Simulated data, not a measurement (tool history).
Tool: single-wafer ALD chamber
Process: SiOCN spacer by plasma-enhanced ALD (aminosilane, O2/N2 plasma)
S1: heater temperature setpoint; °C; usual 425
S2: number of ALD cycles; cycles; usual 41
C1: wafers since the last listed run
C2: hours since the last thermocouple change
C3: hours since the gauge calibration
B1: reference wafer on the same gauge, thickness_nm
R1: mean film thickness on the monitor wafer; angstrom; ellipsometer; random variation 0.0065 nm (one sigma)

run,hour,S1,S2,C1,C2,C3,B1,R1
1,0.0,425,41,0,967.4,293.0,2.909,26.19
2,28.6,425,41,197,996.0,321.6,2.911,26.01
3,51.7,425,41,159,1019.1,344.7,2.910,26.21
4,69.4,425,46,122,1036.8,362.4,2.909,29.30
5,96.0,425,46,183,1063.4,389.0,2.909,29.34
6,127.0,425,46,214,1094.4,420.0,2.908,29.32
7,159.3,425,38,223,1126.7,452.3,2.911,24.32
8,181.0,425,38,150,1148.4,474.0,2.910,24.39
9,215.4,432,41,237,1182.8,508.4,2.908,25.61
10,242.6,432,41,188,1210.0,535.6,2.910,25.68
11,272.3,432,41,205,1239.7,565.3,2.912,25.60
12,291.3,425,41,131,1258.7,584.3,2.906,26.17
13,305.2,416,47,96,1272.6,598.2,2.910,31.22
14,323.8,416,47,128,1291.2,616.8,2.911,31.05
15,346.2,437,44,154,1313.6,639.2,2.910,27.09
16,362.1,417,34,109,1329.5,655.1,2.910,22.49
17,445.0,425,41,573,1412.4,738.0,2.910,26.37
# hour 470.3: gauge calibrated
18,475.2,425,41,208,1442.6,4.9,2.914,26.40
19,563.0,415,46,606,1530.4,92.7,2.911,30.72
# hour 571.4: thermocouple changed; heater temperature recalibrated
20,590.5,425,41,134,19.1,120.2,2.909,25.92
21,625.2,425,41,239,53.8,154.9,2.907,25.81
22,650.4,425,41,174,79.0,180.1,2.907,25.74
23,682.8,425,36,223,111.4,212.5,2.910,22.79
24,710.2,419,41,189,138.8,239.9,2.911,26.37
25,730.6,437,38,141,159.2,260.3,2.908,22.90
26,751.1,414,37,141,179.7,280.8,2.909,24.32
27,777.1,411,46,179,205.7,306.8,2.913,30.48
28,804.9,429,45,192,233.5,334.6,2.905,27.98

Some steps in R1 between neighbouring runs. How much of each would the tool show without its hidden state too (settings, what came in, random variation), and how much is left for the hidden state, with any gauge scatter that isn't in both results?
The hidden state here: wafer temperature above the value expected at the setpoint (K); gauge reads high (%).
Run 12 -> 13: S1 425 -> 416, S2 41 -> 47. R1 +5.05 angstrom: hidden state +0.06, all else +4.99.
Run 18 -> 19: S1 425 -> 415, S2 41 -> 46. R1 +4.32 angstrom: hidden state +0.13, all else +4.19.
Run 19 -> 20: S1 415 -> 425, S2 46 -> 41, thermocouple changed; heater temperature recalibrated. R1 -4.80 angstrom: hidden state -0.63, all else -4.17.
Run 26 -> 27: S1 414 -> 411, S2 37 -> 46. R1 +6.16 angstrom: hidden state +0.00, all else +6.16.
